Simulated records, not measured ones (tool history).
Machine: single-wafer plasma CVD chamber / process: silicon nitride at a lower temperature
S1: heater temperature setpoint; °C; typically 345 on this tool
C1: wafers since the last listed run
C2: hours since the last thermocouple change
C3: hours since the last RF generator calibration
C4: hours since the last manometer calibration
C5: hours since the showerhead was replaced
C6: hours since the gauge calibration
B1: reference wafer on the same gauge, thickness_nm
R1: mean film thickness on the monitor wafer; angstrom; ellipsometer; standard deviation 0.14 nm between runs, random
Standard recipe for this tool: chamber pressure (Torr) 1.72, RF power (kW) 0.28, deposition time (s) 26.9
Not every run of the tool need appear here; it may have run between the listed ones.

run 1 hour=0 | S1=345 chamber_pressure_(Torr)=1.72 RF_power_(kW)=0.28 deposition_time_(s)=25.1 | C1=0 C2=1015.9 C3=841.7 C4=759.6 C5=4364.3 C6=117.6 | B1=27.43 | R1=260.08
run 2 hour=63.8 | S1=345 chamber_pressure_(Torr)=1.72 RF_power_(kW)=0.28 deposition_time_(s)=26.9 | C1=1470 C2=1079.7 C3=905.5 C4=823.4 C5=4428.1 C6=181.4 | B1=27.413 | R1=279.2
run 3 hour=105.5 | S1=345 chamber_pressure_(Torr)=1.72 RF_power_(kW)=0.28 deposition_time_(s)=26.9 | C1=961 C2=1121.4 C3=947.2 C4=865.1 C5=4469.8 C6=223.1 | B1=27.285 | R1=275.88
run 4 hour=172.1 | S1=345 chamber_pressure_(Torr)=1.72 RF_power_(kW)=0.28 deposition_time_(s)=26.9 | C1=1535 C2=1188 C3=1013.8 C4=931.7 C5=4536.4 C6=289.7 | B1=27.314 | R1=277.41
run 5 hour=208.6 | S1=345 chamber_pressure_(Torr)=1.72 RF_power_(kW)=0.28 deposition_time_(s)=26.9 | C1=841 C2=1224.5 C3=1050.3 C4=968.2 C5=4572.9 C6=326.2 | B1=27.217 | R1=276.78
run 6 hour=278.3 | S1=345 chamber_pressure_(Torr)=1.72 RF_power_(kW)=0.28 deposition_time_(s)=26.9 | C1=1606 C2=1294.2 C3=1120 C4=1037.9 C5=4642.6 C6=395.9 | B1=27.155 | R1=277.17
run 7 hour=334.1 | S1=345 chamber_pressure_(Torr)=1.72 RF_power_(kW)=0.28 deposition_time_(s)=26.9 | C1=1286 C2=1350 C3=1175.8 C4=1093.7 C5=4698.4 C6=451.7 | B1=27.11 | R1=276.82
run 8 hour=365.9 | S1=345 chamber_pressure_(Torr)=1.72 RF_power_(kW)=0.28 deposition_time_(s)=26.9 | C1=733 C2=1381.8 C3=1207.6 C4=1125.5 C5=4730.2 C6=483.5 | B1=27.136 | R1=273.25
run 9 hour=431.4 | S1=345 chamber_pressure_(Torr)=1.72 RF_power_(kW)=0.28 deposition_time_(s)=26.9 | C1=1509 C2=1447.3 C3=1273.1 C4=1191 C5=4795.7 C6=549 | B1=27.008 | R1=276.4
run 10 hour=456.8 | S1=345 chamber_pressure_(Torr)=1.72 RF_power_(kW)=0.28 deposition_time_(s)=26.9 | C1=585 C2=1472.7 C3=1298.5 C4=1216.4 C5=4821.1 C6=574.4 | B1=27.019 | R1=275.11
run 11 hour=491 | S1=345 chamber_pressure_(Torr)=1.72 RF_power_(kW)=0.28 deposition_time_(s)=26.9 | C1=788 C2=1506.9 C3=1332.7 C4=1250.6 C5=4855.3 C6=608.6 | B1=26.964 | R1=272.21
-- hour=499.3 RF generator calibrated
run 12 hour=550.8 | S1=345 chamber_pressure_(Torr)=1.72 RF_power_(kW)=0.28 deposition_time_(s)=26.9 | C1=1194 C2=1566.7 C3=51.5 C4=1310.4 C5=4915.1 C6=668.4 | B1=26.879 | R1=272.45
run 13 hour=602.7 | S1=355 chamber_pressure_(Torr)=1.72 RF_power_(kW)=0.295 deposition_time_(s)=26.9 | C1=1196 C2=1618.6 C3=103.4 C4=1362.3 C5=4967 C6=720.3 | B1=26.871 | R1=285.53
run 14 hour=646.7 | S1=345 chamber_pressure_(Torr)=1.72 RF_power_(kW)=0.28 deposition_time_(s)=26.9 | C1=1014 C2=1662.6 C3=147.4 C4=1406.3 C5=5011 C6=764.3 | B1=26.769 | R1=273.24
-- hour=746.3 thermocouple changed; heater temperature recalibrated
run 15 hour=762.9 | S1=345 chamber_pressure_(Torr)=1.47 RF_power_(kW)=0.245 deposition_time_(s)=24.2 | C1=2494 C2=16.6 C3=263.6 C4=1522.5 C5=5127.2 C6=880.5 | B1=26.725 | R1=205.83
run 16 hour=832.3 | S1=345 chamber_pressure_(Torr)=1.72 RF_power_(kW)=0.28 deposition_time_(s)=26.9 | C1=1599 C2=86 C3=333 C4=1591.9 C5=5196.6 C6=949.9 | B1=26.6 | R1=270.06
-- hour=845.1 gauge calibrated
run 17 hour=860.6 | S1=345 chamber_pressure_(Torr)=1.72 RF_power_(kW)=0.28 deposition_time_(s)=26.9 | C1=652 C2=114.3 C3=361.3 C4=1620.2 C5=5224.9 C6=15.5 | B1=27.728 | R1=282.44
run 18 hour=901.9 | S1=345 chamber_pressure_(Torr)=1.72 RF_power_(kW)=0.28 deposition_time_(s)=26.9 | C1=951 C2=155.6 C3=402.6 C4=1661.5 C5=5266.2 C6=56.8 | B1=27.693 | R1=282.63
run 19 hour=947.2 | S1=350 chamber_pressure_(Torr)=1.43 RF_power_(kW)=0.28 deposition_time_(s)=26.9 | C1=1044 C2=200.9 C3=447.9 C4=1706.8 C5=5311.5 C6=102.1 | B1=27.601 | R1=268.5
run 20 hour=988.3 | S1=345 chamber_pressure_(Torr)=1.72 RF_power_(kW)=0.28 deposition_time_(s)=26.9 | C1=947 C2=242 C3=489 C4=1747.9 C5=5352.6 C6=143.2 | B1=27.59 | R1=279.66
run 21 hour=1019.5 | S1=359 chamber_pressure_(Torr)=1.72 RF_power_(kW)=0.305 deposition_time_(s)=26.9 | C1=719 C2=273.2 C3=520.2 C4=1779.1 C5=5383.8 C6=174.4 | B1=27.551 | R1=301.47
run 22 hour=1052.1 | S1=338 chamber_pressure_(Torr)=1.72 RF_power_(kW)=0.28 deposition_time_(s)=26.9 | C1=751 C2=305.8 C3=552.8 C4=1811.7 C5=5416.4 C6=207 | B1=27.496 | R1=280.63
-- hour=1066.8 capacitance manometer re-zeroed and calibrated
-- hour=1080.7 showerhead replaced
run 23 hour=1114.1 | S1=345 chamber_pressure_(Torr)=1.72 RF_power_(kW)=0.28 deposition_time_(s)=26.9 | C1=1060 C2=367.8 C3=614.8 C4=47.3 C5=33.4 C6=269 | B1=27.407 | R1=280.39
run 24 hour=1152.7 | S1=354 chamber_pressure_(Torr)=1.72 RF_power_(kW)=0.28 deposition_time_(s)=29.2 | C1=889 C2=406.4 C3=653.4 C4=85.9 C5=72 C6=307.6 | B1=27.402 | R1=303.07
run 25 hour=1202.8 | S1=359 chamber_pressure_(Torr)=1.72 RF_power_(kW)=0.26 deposition_time_(s)=26.9 | C1=1154 C2=456.5 C3=703.5 C4=136 C5=122.1 C6=357.7 | B1=27.391 | R1=257.9
run 26 hour=1258.1 | S1=350 chamber_pressure_(Torr)=1.37 RF_power_(kW)=0.325 deposition_time_(s)=21.8 | C1=1274 C2=511.8 C3=758.8 C4=191.3 C5=177.4 C6=413 | B1=27.316 | R1=242.51
run 27 hour=1313.1 | S1=345 chamber_pressure_(Torr)=1.72 RF_power_(kW)=0.28 deposition_time_(s)=26.9 | C1=1267 C2=566.8 C3=813.8 C4=246.3 C5=232.4 C6=468 | B1=27.323 | R1=276.42
run 28 hour=1371 | S1=345 chamber_pressure_(Torr)=2.06 RF_power_(kW)=0.28 deposition_time_(s)=28.3 | C1=1334 C2=624.7 C3=871.7 C4=304.2 C5=290.3 C6=525.9 | B1=27.172 | R1=302.89
run 29 hour=1435.7 | S1=335 chamber_pressure_(Torr)=1.46 RF_power_(kW)=0.235 deposition_time_(s)=23.3 | C1=1491 C2=689.4 C3=936.4 C4=368.9 C5=355 C6=590.6 | B1=27.161 | R1=195.22

Below are 3 alternative next runs, each starting from the tool's condition after run 29. Predict each:
run A hour=1436.1 | S1=345 chamber_pressure_(Torr)=1.72 RF_power_(kW)=0.28 deposition_time_(s)=26.9 | C1=9 C2=689.8 C3=936.8 C4=369.3 C5=355.4 C6=591 | B1=? | R1=?
run B hour=1436.1 | S1=339 chamber_pressure_(Torr)=1.72 RF_power_(kW)=0.28 deposition_time_(s)=26.9 | C1=9 C2=689.8 C3=936.8 C4=369.3 C5=355.4 C6=591 | B1=? | R1=?
run C hour=1436.1 | S1=338 chamber_pressure_(Torr)=2.08 RF_power_(kW)=0.245 deposition_time_(s)=26.9 | C1=9 C2=689.8 C3=936.8 C4=369.3 C5=355.4 C6=591 | B1=? | R1=?

run=A B1=27.15 R1=275
run=B B1=27.15 R1=275.54
run=C B1=27.15 R1=254.45
Stripped of hidden state, with their random variation kept, the same runs would have yielded:
run=A R1=278.55
run=B R1=279.1
run=C R1=257.74
